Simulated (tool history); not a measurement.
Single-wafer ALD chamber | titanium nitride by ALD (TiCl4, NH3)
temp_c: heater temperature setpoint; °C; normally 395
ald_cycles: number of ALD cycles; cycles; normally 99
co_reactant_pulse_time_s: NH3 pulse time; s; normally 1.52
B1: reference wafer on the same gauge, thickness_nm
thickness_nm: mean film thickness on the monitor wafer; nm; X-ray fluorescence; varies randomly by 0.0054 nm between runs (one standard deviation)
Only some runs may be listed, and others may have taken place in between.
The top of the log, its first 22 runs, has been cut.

run 23 hour=586.6 | temp_c=403 ald_cycles=99 co_reactant_pulse_time_s=1.52 | B1=2.056 | thickness_nm=2.15
run 24 hour=613.5 | temp_c=395 ald_cycles=99 co_reactant_pulse_time_s=2.08 | B1=2.057 | thickness_nm=2.189
run 25 hour=641.2 | temp_c=395 ald_cycles=99 co_reactant_pulse_time_s=1.52 | B1=2.055 | thickness_nm=2.124
run 26 hour=659.6 | temp_c=395 ald_cycles=99 co_reactant_pulse_time_s=1.52 | B1=2.055 | thickness_nm=2.123
run 27 hour=675.3 | temp_c=403 ald_cycles=99 co_reactant_pulse_time_s=1.52 | B1=2.054 | thickness_nm=2.15
-- hour=698 gauge calibrated
run 28 hour=710.4 | temp_c=395 ald_cycles=99 co_reactant_pulse_time_s=1.52 | B1=2.1 | thickness_nm=2.17
run 29 hour=741.3 | temp_c=384 ald_cycles=106 co_reactant_pulse_time_s=1.21 | B1=2.096 | thickness_nm=2.246
run 30 hour=765.7 | temp_c=395 ald_cycles=119 co_reactant_pulse_time_s=1.52 | B1=2.094 | thickness_nm=2.605
run 31 hour=785.1 | temp_c=406 ald_cycles=110 co_reactant_pulse_time_s=1.52 | B1=2.092 | thickness_nm=2.436
run 32 hour=811.1 | temp_c=395 ald_cycles=99 co_reactant_pulse_time_s=1.52 | B1=2.089 | thickness_nm=2.169
run 33 hour=823.5 | temp_c=387 ald_cycles=99 co_reactant_pulse_time_s=1.52 | B1=2.089 | thickness_nm=2.144
run 34 hour=839.1 | temp_c=381 ald_cycles=89 co_reactant_pulse_time_s=2.04 | B1=2.085 | thickness_nm=1.974
run 35 hour=860.8 | temp_c=409 ald_cycles=99 co_reactant_pulse_time_s=1.13 | B1=2.085 | thickness_nm=2.123
run 36 hour=885.6 | temp_c=387 ald_cycles=99 co_reactant_pulse_time_s=1.78 | B1=2.081 | thickness_nm=2.173
run 37 hour=916.5 | temp_c=395 ald_cycles=99 co_reactant_pulse_time_s=1.52 | B1=2.081 | thickness_nm=2.16
run 38 hour=942.5 | temp_c=383 ald_cycles=119 co_reactant_pulse_time_s=2.12 | B1=2.077 | thickness_nm=2.64
run 39 hour=977 | temp_c=395 ald_cycles=99 co_reactant_pulse_time_s=1.52 | B1=2.078 | thickness_nm=2.155
run 40 hour=990.7 | temp_c=407 ald_cycles=91 co_reactant_pulse_time_s=1.7 | B1=2.077 | thickness_nm=2.01
run 41 hour=1022.2 | temp_c=388 ald_cycles=99 co_reactant_pulse_time_s=1.79 | B1=2.075 | thickness_nm=2.168

Predict each of these 3 candidate next runs independently; none follows another, all start after run 41:
run A hour=1022.8 | temp_c=382 ald_cycles=99 co_reactant_pulse_time_s=1.52 | B1=? | thickness_nm=?
run B hour=1022.8 | temp_c=395 ald_cycles=111 co_reactant_pulse_time_s=1.15 | B1=? | thickness_nm=?
run C hour=1022.8 | temp_c=403 ald_cycles=112 co_reactant_pulse_time_s=1.21 | B1=? | thickness_nm=?

run=A B1=2.074 thickness_nm=2.127
run=B B1=2.074 thickness_nm=2.341
run=C B1=2.074 thickness_nm=2.402
Take away the tool's hidden state, keep each run's random variation, and the runs would have read:
run=A thickness_nm=2.154
run=B thickness_nm=2.37
run=C thickness_nm=2.431
